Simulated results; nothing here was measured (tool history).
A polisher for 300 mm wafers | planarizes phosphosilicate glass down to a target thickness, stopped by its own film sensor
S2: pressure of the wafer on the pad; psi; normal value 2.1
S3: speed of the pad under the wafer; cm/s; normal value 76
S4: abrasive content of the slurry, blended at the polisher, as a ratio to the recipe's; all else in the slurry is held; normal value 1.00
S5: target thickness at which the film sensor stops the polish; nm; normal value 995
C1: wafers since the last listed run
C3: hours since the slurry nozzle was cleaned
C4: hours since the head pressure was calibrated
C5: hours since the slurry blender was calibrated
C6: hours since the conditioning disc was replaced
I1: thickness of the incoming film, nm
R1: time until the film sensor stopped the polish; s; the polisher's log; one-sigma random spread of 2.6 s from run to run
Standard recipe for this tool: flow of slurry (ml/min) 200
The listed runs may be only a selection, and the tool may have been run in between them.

run 1 day=0.000 | flow_of_slurry_(ml/min)=200 S2=2.1 S3=76 S4=1.00 S5=995 | C1=0 wafers_polished_on_this_pad=1465 C3=544.1 C4=54.4 C5=4.7 C6=108.6 | I1=1582.9 | R1=165.8
-- day=0.933 worn pad replaced by a new one
-- day=1.067 slurry nozzle cleaned
run 2 day=1.450 | flow_of_slurry_(ml/min)=200 S2=2.1 S3=76 S4=1.00 S5=995 | C1=275 wafers_polished_on_this_pad=105 C3=9.2 C4=89.2 C5=39.5 C6=143.4 | I1=1612.1 | R1=180.3
run 3 day=2.604 | flow_of_slurry_(ml/min)=200 S2=2.1 S3=76 S4=1.00 S5=995 | C1=256 wafers_polished_on_this_pad=361 C3=36.9 C4=116.9 C5=67.2 C6=171.1 | I1=1578.9 | R1=163.4
run 4 day=3.362 | flow_of_slurry_(ml/min)=200 S2=2.1 S3=76 S4=1.00 S5=995 | C1=168 wafers_polished_on_this_pad=529 C3=55.1 C4=135.1 C5=85.4 C6=189.3 | I1=1611.0 | R1=175.4
run 5 day=4.371 | flow_of_slurry_(ml/min)=200 S2=2.1 S3=76 S4=1.00 S5=995 | C1=223 wafers_polished_on_this_pad=752 C3=79.3 C4=159.3 C5=109.6 C6=213.5 | I1=1600.5 | R1=174.6
run 6 day=4.971 | flow_of_slurry_(ml/min)=200 S2=2.1 S3=76 S4=1.00 S5=995 | C1=133 wafers_polished_on_this_pad=886 C3=93.7 C4=173.7 C5=124.0 C6=227.9 | I1=1568.5 | R1=165.6
run 7 day=5.925 | flow_of_slurry_(ml/min)=200 S2=2.1 S3=62 S4=1.15 S5=1202 | C1=211 wafers_polished_on_this_pad=1097 C3=116.6 C4=196.6 C5=146.9 C6=250.8 | I1=1601.3 | R1=122.2
run 8 day=6.488 | flow_of_slurry_(ml/min)=200 S2=2.1 S3=76 S4=1.00 S5=995 | C1=124 wafers_polished_on_this_pad=1222 C3=130.1 C4=210.1 C5=160.4 C6=264.3 | I1=1622.7 | R1=184.8
run 9 day=7.579 | flow_of_slurry_(ml/min)=200 S2=2.1 S3=76 S4=1.10 S5=995 | C1=242 wafers_polished_on_this_pad=1464 C3=156.3 C4=236.3 C5=186.6 C6=290.5 | I1=1561.4 | R1=156.1
run 10 day=8.662 | flow_of_slurry_(ml/min)=200 S2=2.1 S3=76 S4=1.00 S5=1076 | C1=240 wafers_polished_on_this_pad=1704 C3=182.3 C4=262.3 C5=212.6 C6=316.5 | I1=1612.3 | R1=151.0
run 11 day=9.533 | flow_of_slurry_(ml/min)=200 S2=2.1 S3=76 S4=1.00 S5=995 | C1=193 wafers_polished_on_this_pad=1898 C3=203.2 C4=283.2 C5=233.5 C6=337.4 | I1=1604.1 | R1=174.8
-- day=10.171 worn pad replaced by a new one
run 12 day=10.425 | flow_of_slurry_(ml/min)=200 S2=2.1 S3=94 S4=1.00 S5=1144 | C1=160 wafers_polished_on_this_pad=55 C3=224.6 C4=304.6 C5=254.9 C6=358.8 | I1=1619.1 | R1=116.7
run 13 day=11.400 | flow_of_slurry_(ml/min)=200 S2=1.5 S3=76 S4=1.00 S5=792 | C1=216 wafers_polished_on_this_pad=272 C3=248.0 C4=328.0 C5=278.3 C6=382.2 | I1=1605.3 | R1=330.9
-- day=12.017 slurry blender recalibrated
run 14 day=12.129 | flow_of_slurry_(ml/min)=200 S2=2.1 S3=76 S4=1.00 S5=995 | C1=143 wafers_polished_on_this_pad=415 C3=265.5 C4=345.5 C5=2.7 C6=399.7 | I1=1581.6 | R1=173.3
-- day=12.775 conditioning disc replaced and pad reconditioned
run 15 day=13.008 | flow_of_slurry_(ml/min)=200 S2=2.5 S3=100 S4=0.80 S5=1094 | C1=176 wafers_polished_on_this_pad=592 C3=286.6 C4=366.6 C5=23.8 C6=5.6 | I1=1578.4 | R1=104.2
run 16 day=14.304 | flow_of_slurry_(ml/min)=250 S2=2.6 S3=100 S4=1.30 S5=995 | C1=287 wafers_polished_on_this_pad=879 C3=317.7 C4=397.7 C5=54.9 C6=36.7 | I1=1563.0 | R1=88.4
run 17 day=14.842 | flow_of_slurry_(ml/min)=200 S2=2.1 S3=52 S4=1.00 S5=995 | C1=119 wafers_polished_on_this_pad=998 C3=330.6 C4=410.6 C5=67.8 C6=49.6 | I1=1610.5 | R1=239.5
run 18 day=15.933 | flow_of_slurry_(ml/min)=200 S2=2.5 S3=76 S4=1.00 S5=995 | C1=242 wafers_polished_on_this_pad=1240 C3=356.8 C4=436.8 C5=94.0 C6=75.8 | I1=1610.8 | R1=146.5
run 19 day=16.958 | flow_of_slurry_(ml/min)=130 S2=1.4 S3=76 S4=0.90 S5=995 | C1=227 wafers_polished_on_this_pad=1468 C3=381.4 C4=461.4 C5=118.6 C6=100.4 | I1=1581.0 | R1=280.5
run 20 day=17.850 | flow_of_slurry_(ml/min)=200 S2=2.1 S3=76 S4=1.00 S5=934 | C1=197 wafers_polished_on_this_pad=1665 C3=402.8 C4=482.8 C5=140.0 C6=121.8 | I1=1582.6 | R1=181.2
-- day=18.046 worn pad replaced by a new one
run 21 day=18.558 | flow_of_slurry_(ml/min)=200 S2=2.1 S3=58 S4=0.80 S5=995 | C1=120 wafers_polished_on_this_pad=113 C3=419.8 C4=499.8 C5=157.0 C6=138.8 | I1=1574.1 | R1=224.2
run 22 day=19.500 | flow_of_slurry_(ml/min)=200 S2=2.1 S3=76 S4=1.00 S5=995 | C1=208 wafers_polished_on_this_pad=322 C3=442.4 C4=522.4 C5=179.6 C6=161.4 | I1=1604.3 | R1=169.6
run 23 day=20.838 | flow_of_slurry_(ml/min)=200 S2=2.1 S3=76 S4=0.85 S5=995 | C1=296 wafers_polished_on_this_pad=618 C3=474.5 C4=554.5 C5=211.7 C6=193.5 | I1=1567.1 | R1=176.9
-- day=21.321 slurry nozzle cleaned
run 24 day=21.946 | flow_of_slurry_(ml/min)=200 S2=2.1 S3=76 S4=1.00 S5=1076 | C1=236 wafers_polished_on_this_pad=855 C3=15.0 C4=581.1 C5=238.3 C6=220.1 | I1=1572.9 | R1=139.6
run 25 day=23.267 | flow_of_slurry_(ml/min)=200 S2=2.1 S3=76 S4=1.00 S5=995 | C1=292 wafers_polished_on_this_pad=1148 C3=46.7 C4=612.8 C5=270.0 C6=251.8 | I1=1580.0 | R1=167.8

Branching from run 25: 4 alternative next runs. What would each branch give?
run A day=23.288 | flow_of_slurry_(ml/min)=200 S2=2.1 S3=76 S4=1.00 S5=995 | C1=4 wafers_polished_on_this_pad=1153 C3=47.2 C4=613.3 C5=270.5 C6=252.3 | I1=1602.2 | R1=?
run B day=23.288 | flow_of_slurry_(ml/min)=235 S2=2.1 S3=76 S4=1.00 S5=995 | C1=4 wafers_polished_on_this_pad=1153 C3=47.2 C4=613.3 C5=270.5 C6=252.3 | I1=1602.2 | R1=?
run C day=23.288 | flow_of_slurry_(ml/min)=200 S2=2.1 S3=76 S4=0.75 S5=899 | C1=4 wafers_polished_on_this_pad=1153 C3=47.2 C4=613.3 C5=270.5 C6=252.3 | I1=1602.2 | R1=?
run D day=23.288 | flow_of_slurry_(ml/min)=165 S2=2.1 S3=84 S4=1.25 S5=825 | C1=4 wafers_polished_on_this_pad=1153 C3=47.2 C4=613.3 C5=270.5 C6=252.3 | I1=1602.2 | R1=?

run=A R1=173.7
run=B R1=170.0
run=C R1=236.9
run=D R1=191.1
Had the tool no hidden state, the same runs would have come out as:
run=A R1=169.0
run=B R1=165.4
run=C R1=230.5
run=D R1=185.4
